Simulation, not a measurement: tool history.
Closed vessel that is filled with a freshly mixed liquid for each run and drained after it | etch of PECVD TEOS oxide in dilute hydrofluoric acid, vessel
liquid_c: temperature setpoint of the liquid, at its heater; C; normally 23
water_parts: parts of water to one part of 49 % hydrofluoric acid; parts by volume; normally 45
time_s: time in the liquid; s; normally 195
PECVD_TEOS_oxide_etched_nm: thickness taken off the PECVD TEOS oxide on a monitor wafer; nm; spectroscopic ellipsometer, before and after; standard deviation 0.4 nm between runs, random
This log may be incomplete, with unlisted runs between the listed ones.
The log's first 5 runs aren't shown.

run   hour  liquid_c  water_parts  time_s  read-back film thickness of the PECVD TEOS oxide reference wafer, read on the same gauge (nm)  PECVD_TEOS_oxide_etched_nm
  6   60.6        23           35     170                                                                                          89.99                       51.02
  7   83.6        23           45     195                                                                                          89.98                          44
  8   98.1        23           45     195                                                                                          89.98                       44.28
  9  110.1        23           45     195                                                                                          90.03                       44.09
       122  -- thermometer replaced
 10  122.3        23           45     195                                                                                          90.02                          44
 11  136.5      21.5           45     195                                                                                          89.99                       41.73
 12  143.6        23           45     195                                                                                             90                       44.31
 13  160.6        23           45     150                                                                                          90.03                       33.94
 14  167.5      19.5           45     195                                                                                          89.99                       37.31
 15  178.4        23           45     195                                                                                             90                       44.29
 16    195        19           60     195                                                                                          89.99                       27.32
 17    202        26           30     120                                                                                          89.99                       47.44
 18  216.4        23           45     195                                                                                          89.95                       43.79
 19  233.1        23           30     195                                                                                          90.01                       67.04
     240.5  -- hydrofluoric acid flow meter replaced
 20  242.3        23           30     195                                                                                          89.97                       61.74
 21  251.2        23           45     195                                                                                          90.02                       40.39
 22  257.7        27           35     270                                                                                          90.03                        86.4
 23  266.1      20.5           55     150                                                                                          89.99                       22.59
     300.9  -- gauge calibrated
 24  306.8        25           45     105                                                                                          90.01                       23.48
 25  320.3        23           45     195                                                                                             90                       40.69
 26  333.6        23           55     295                                                                                             90                       49.09
 27  340.1      24.5           40     310                                                                                          89.96                       76.19

What will run 28 give?
     341.2  -- hydrofluoric acid flow meter replaced, repeated, since the last time left the tool worse
 28  351.3        23           45     230                                                                                              ?                           ?

Run 28 produced read-back film thickness of the PECVD TEOS oxide reference wafer, read on the same gauge (nm) 89.97, PECVD_TEOS_oxide_etched_nm 55.98 nm.
On a tool with no hidden condition, and with the same random variation, this run would have come out at PECVD_TEOS_oxide_etched_nm 56.06 nm.
